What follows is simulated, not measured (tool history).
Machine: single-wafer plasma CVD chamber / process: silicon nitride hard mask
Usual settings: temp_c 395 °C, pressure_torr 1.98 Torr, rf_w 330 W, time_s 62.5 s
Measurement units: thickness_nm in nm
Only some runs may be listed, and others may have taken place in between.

| run | hour | temp_c | pressure_torr | rf_w | time_s | wafers since the last listed run | hours since the last thermocouple change | hours since the last RF generator calibration | hours since the last manometer calibration | hours since the showerhead was replaced | hours since the gauge calibration | read-back reference wafer on the same gauge, thickness_nm | thickness_nm |
|---|---|---|---|---|---|---|---|---|---|---|---|---|---|
| 1 | 0.0 | 395 | 1.98 | 330 | 62.5 | 0 | 31.8 | 2174.4 | 582.1 | 2884.6 | 1146.2 | 73.447 | 84.343 |
| 2 | 29.4 | 391 | 1.98 | 330 | 62.5 | 440 | 61.2 | 2203.8 | 611.5 | 2914.0 | 1175.6 | 73.423 | 83.761 |
| 3 | 65.4 | 391 | 1.98 | 330 | 62.5 | 539 | 97.2 | 2239.8 | 647.5 | 2950.0 | 1211.6 | 73.470 | 84.342 |
| 4 | 121.5 | 395 | 1.98 | 330 | 62.5 | 840 | 153.3 | 2295.9 | 703.6 | 3006.1 | 1267.7 | 73.430 | 83.766 |
| 5 | 173.8 | 384 | 1.98 | 330 | 62.5 | 783 | 205.6 | 2348.2 | 755.9 | 3058.4 | 1320.0 | 73.398 | 84.601 |
| 6 | 230.5 | 395 | 1.98 | 330 | 62.5 | 849 | 262.3 | 2404.9 | 812.6 | 3115.1 | 1376.7 | 73.423 | 83.751 |
| 7 | 263.6 | 395 | 1.58 | 330 | 62.5 | 495 | 295.4 | 2438.0 | 845.7 | 3148.2 | 1409.8 | 73.390 | 79.521 |
| 8 | 320.0 | 395 | 1.98 | 330 | 62.5 | 845 | 351.8 | 2494.4 | 902.1 | 3204.6 | 1466.2 | 73.378 | 83.854 |
| 9 | 370.8 | 401 | 1.54 | 350 | 51.2 | 761 | 402.6 | 2545.2 | 952.9 | 3255.4 | 1517.0 | 73.461 | 68.037 |
|  | 395.1 | showerhead replaced |
| 10 | 434.1 | 387 | 2.11 | 285 | 57.3 | 828 | 465.9 | 2608.5 | 1016.2 | 39.0 | 1580.3 | 73.434 | 68.476 |
| 11 | 485.7 | 395 | 1.98 | 290 | 62.5 | 773 | 517.5 | 2660.1 | 1067.8 | 90.6 | 1631.9 | 73.363 | 74.493 |
| 12 | 550.4 | 395 | 1.98 | 330 | 62.5 | 969 | 582.2 | 2724.8 | 1132.5 | 155.3 | 1696.6 | 73.408 | 83.843 |
| 13 | 603.3 | 405 | 1.98 | 330 | 52.1 | 792 | 635.1 | 2777.7 | 1185.4 | 208.2 | 1749.5 | 73.422 | 69.818 |
|  | 653.9 | gauge calibrated |
| 14 | 668.2 | 395 | 1.98 | 305 | 62.5 | 972 | 700.0 | 2842.6 | 1250.3 | 273.1 | 14.3 | 73.482 | 77.663 |
|  | 686.1 | RF generator calibrated |
| 15 | 709.5 | 408 | 1.59 | 380 | 62.5 | 498 | 741.3 | 23.4 | 1291.6 | 314.4 | 55.6 | 73.458 | 93.064 |
| 16 | 779.6 | 385 | 1.54 | 295 | 67.0 | 1050 | 811.4 | 93.5 | 1361.7 | 384.5 | 125.7 | 73.390 | 80.583 |
|  | 808.7 | capacitance manometer re-zeroed and calibrated |
| 17 | 809.2 | 395 | 1.98 | 330 | 62.5 | 323 | 841.0 | 123.1 | 0.5 | 414.1 | 155.3 | 73.456 | 86.679 |
| 18 | 871.6 | 391 | 1.98 | 330 | 62.5 | 934 | 903.4 | 185.5 | 62.9 | 476.5 | 217.7 | 73.339 | 86.899 |
|  | 904.1 | thermocouple changed; heater temperature recalibrated |
| 19 | 915.9 | 395 | 1.98 | 330 | 62.5 | 543 | 11.8 | 229.8 | 107.2 | 520.8 | 262.0 | 73.430 | 87.074 |
| 20 | 986.5 | 395 | 1.98 | 395 | 62.5 | 1057 | 82.4 | 300.4 | 177.8 | 591.4 | 332.6 | 73.439 | 100.247 |
| 21 | 1142.6 | 395 | 1.52 | 330 | 62.5 | 2338 | 238.5 | 456.5 | 333.9 | 747.5 | 488.7 | 73.401 | 81.680 |
| 22 | 1210.0 | 385 | 1.98 | 330 | 68.7 | 1009 | 305.9 | 523.9 | 401.3 | 814.9 | 556.1 | 73.431 | 95.701 |
| 23 | 1263.8 | 395 | 1.98 | 330 | 62.5 | 806 | 359.7 | 577.7 | 455.1 | 868.7 | 609.9 | 73.396 | 86.753 |
| 24 | 1291.0 | 400 | 1.73 | 330 | 74.2 | 407 | 386.9 | 604.9 | 482.3 | 895.9 | 637.1 | 73.437 | 99.806 |
| 25 | 1485.0 | 402 | 1.98 | 330 | 62.5 | 2906 | 580.9 | 798.9 | 676.3 | 1089.9 | 831.1 | 73.427 | 86.444 |
| 26 | 1554.5 | 395 | 1.98 | 330 | 53.6 | 1041 | 650.4 | 868.4 | 745.8 | 1159.4 | 900.6 | 73.347 | 73.766 |
| 27 | 1680.4 | 381 | 1.80 | 390 | 56.2 | 1886 | 776.3 | 994.3 | 871.7 | 1285.3 | 1026.5 | 73.396 | 87.409 |
| 28 | 1727.6 | 395 | 1.98 | 330 | 53.6 | 707 | 823.5 | 1041.5 | 918.9 | 1332.5 | 1073.7 | 73.361 | 74.178 |

What the log doesn't show, run by run:
wafer temperature above the value expected at the setpoint (K): 0 in every run
gauge reads high (%): 0 in every run
H1: delivered RF power above the setpoint (%)
H2: true pressure above the setpoint (%)
| run | H1 | H2 |
|---|---|---|
| 1 | -4.62 | 6.36 |
| 2 | -4.67 | 6.5 |
| 3 | -4.74 | 6.66 |
| 4 | -4.84 | 6.89 |
| 5 | -4.93 | 7.08 |
| 6 | -5.03 | 7.26 |
| 7 | -5.09 | 7.36 |
| 8 | -5.19 | 7.51 |
| 9 | -5.28 | 7.63 |
| 10 | -5.39 | 7.76 |
| 11 | -5.48 | 7.86 |
| 12 | -5.6 | 7.97 |
| 13 | -5.69 | 8.04 |
| 14 | -5.81 | 8.12 |
| 15 | -0.114 | 8.17 |
| 16 | -0.239 | 8.24 |
| 17 | -0.291 | 1.28 |
| 18 | -0.402 | 2.31 |
| 19 | -0.481 | 2.96 |
| 20 | -0.607 | 3.87 |
| 21 | -0.884 | 5.46 |
| 22 | -1 | 6 |
| 23 | -1.1 | 6.38 |
| 24 | -1.15 | 6.55 |
| 25 | -1.49 | 7.54 |
| 26 | -1.62 | 7.8 |
| 27 | -1.84 | 8.19 |
| 28 | -1.92 | 8.31 |
